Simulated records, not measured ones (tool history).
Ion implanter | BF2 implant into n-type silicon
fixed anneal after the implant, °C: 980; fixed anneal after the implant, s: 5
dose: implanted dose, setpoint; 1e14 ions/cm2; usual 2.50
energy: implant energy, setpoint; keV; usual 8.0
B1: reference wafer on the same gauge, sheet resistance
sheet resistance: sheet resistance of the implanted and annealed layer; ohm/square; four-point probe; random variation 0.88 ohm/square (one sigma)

run 1 hour=0.0 | dose=2.50 energy=8.0 | B1=527.61 | sheet_resistance=588.09
run 2 hour=17.5 | dose=2.50 energy=8.0 | B1=527.64 | sheet_resistance=585.66
run 3 hour=26.9 | dose=2.50 energy=8.0 | B1=528.09 | sheet_resistance=588.90
run 4 hour=43.0 | dose=2.50 energy=8.0 | B1=528.59 | sheet_resistance=587.68
run 5 hour=51.2 | dose=2.50 energy=8.0 | B1=528.57 | sheet_resistance=587.96
run 6 hour=60.1 | dose=2.50 energy=8.0 | B1=528.51 | sheet_resistance=587.78
run 7 hour=73.2 | dose=2.50 energy=8.0 | B1=529.05 | sheet_resistance=588.30
-- hour=84.1 extraction supply calibrated
run 8 hour=91.1 | dose=2.84 energy=8.0 | B1=529.22 | sheet_resistance=555.42
run 9 hour=109.1 | dose=2.50 energy=8.0 | B1=530.13 | sheet_resistance=589.73
run 10 hour=115.2 | dose=2.50 energy=9.0 | B1=530.13 | sheet_resistance=560.78
run 11 hour=127.6 | dose=2.50 energy=9.0 | B1=530.20 | sheet_resistance=560.13
run 12 hour=143.8 | dose=3.20 energy=10.0 | B1=530.51 | sheet_resistance=474.76
-- hour=145.9 gauge calibrated
run 13 hour=153.4 | dose=2.50 energy=8.0 | B1=525.94 | sheet_resistance=587.56
-- hour=163.1 Faraday cup replaced and dose calibrated
run 14 hour=163.6 | dose=2.20 energy=6.5 | B1=525.86 | sheet_resistance=683.81
run 15 hour=168.6 | dose=2.50 energy=8.0 | B1=526.24 | sheet_resistance=586.26
run 16 hour=185.9 | dose=2.82 energy=5.5 | B1=526.42 | sheet_resistance=680.35
run 17 hour=196.7 | dose=2.50 energy=6.5 | B1=527.07 | sheet_resistance=649.33
run 18 hour=208.4 | dose=2.10 energy=6.0 | B1=527.18 | sheet_resistance=727.65
run 19 hour=225.5 | dose=1.93 energy=9.0 | B1=527.55 | sheet_resistance=652.38
run 20 hour=241.7 | dose=2.13 energy=8.0 | B1=527.42 | sheet_resistance=638.69
run 21 hour=252.2 | dose=1.76 energy=9.0 | B1=528.05 | sheet_resistance=696.50
run 22 hour=263.0 | dose=2.05 energy=6.5 | B1=528.11 | sheet_resistance=711.24

The same runs without the tool's hidden state, with the same run-to-run variation:
The hidden state here: deviation of the true dose from the Faraday cup's reading, %; deviation of the true energy from its setpoint, %; gauge reads high (%).
run=1 sheet_resistance=586.44
run=2 sheet_resistance=583.61
run=3 sheet_resistance=586.62
run=4 sheet_resistance=585.04
run=5 sheet_resistance=585.13
run=6 sheet_resistance=584.75
run=7 sheet_resistance=584.97
run=8 sheet_resistance=551.89
run=9 sheet_resistance=585.57
run=10 sheet_resistance=556.69
run=11 sheet_resistance=555.79
run=12 sheet_resistance=470.78
run=13 sheet_resistance=587.69
run=14 sheet_resistance=683.69
run=15 sheet_resistance=586.05
run=16 sheet_resistance=679.64
run=17 sheet_resistance=648.38
run=18 sheet_resistance=726.25
run=19 sheet_resistance=650.69
run=20 sheet_resistance=636.64
run=21 sheet_resistance=693.97
run=22 sheet_resistance=708.36
